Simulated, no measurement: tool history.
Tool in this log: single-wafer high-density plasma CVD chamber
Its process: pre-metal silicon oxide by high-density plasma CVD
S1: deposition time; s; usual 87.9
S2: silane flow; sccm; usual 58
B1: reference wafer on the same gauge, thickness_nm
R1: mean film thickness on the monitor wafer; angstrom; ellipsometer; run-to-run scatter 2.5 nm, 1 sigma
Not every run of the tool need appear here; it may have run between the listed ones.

| run | hour | S1 | S2 | B1 | R1 |
|---|---|---|---|---|---|
| 1 | 0.0 | 84.2 | 66 | 461.765 | 5652.03 |
| 2 | 25.1 | 84.2 | 66 | 462.039 | 5608.11 |
| 3 | 57.4 | 84.2 | 66 | 461.914 | 5655.09 |
| 4 | 103.9 | 87.9 | 52 | 461.626 | 4634.52 |
| 5 | 130.6 | 87.9 | 58 | 462.171 | 5165.51 |
| 6 | 174.2 | 87.9 | 58 | 462.283 | 5175.69 |
|  | 199.6 | gauge calibrated |
| 7 | 238.1 | 87.9 | 58 | 461.753 | 5179.15 |
| 8 | 263.2 | 97.6 | 58 | 462.384 | 5764.05 |
|  | 291.6 | silane flow controller replaced |
| 9 | 292.1 | 87.9 | 64 | 461.760 | 5471.11 |
| 10 | 326.6 | 99.0 | 65 | 462.221 | 6260.30 |
| 11 | 364.6 | 99.7 | 62 | 462.426 | 5993.02 |
|  | 390.6 | silane flow controller replaced, repeated, since the last time left the tool worse |
| 12 | 413.6 | 94.2 | 48 | 461.539 | 4785.41 |
| 13 | 467.2 | 76.8 | 68 | 462.482 | 5493.51 |
| 14 | 496.1 | 93.3 | 62 | 461.317 | 6071.81 |
| 15 | 544.8 | 87.9 | 58 | 461.876 | 5324.49 |
|  | 557.2 | gauge calibrated |
| 16 | 571.4 | 97.7 | 62 | 461.815 | 6343.30 |
| 17 | 634.5 | 87.9 | 52 | 461.800 | 4746.47 |

Below, each run's measurement less what the same run would have read without the hidden state. Both values contain the same run-to-run variation, but the gauge's scatter may not be the same in both:
The hidden state here: delivered silane flow above the setpoint (%); gauge reads high (%).
| run | R1 |
|---|---|
| 1 | -194.77 |
| 2 | -193.97 |
| 3 | -196.48 |
| 4 | -162.00 |
| 5 | -181.15 |
| 6 | -182.41 |
| 7 | -183.73 |
| 8 | -204.98 |
| 9 | -422.98 |
| 10 | -501.02 |
| 11 | -496.55 |
| 12 | +23.28 |
| 13 | +8.00 |
| 14 | -1.59 |
| 15 | -15.84 |
| 16 | -27.70 |
| 17 | -35.27 |
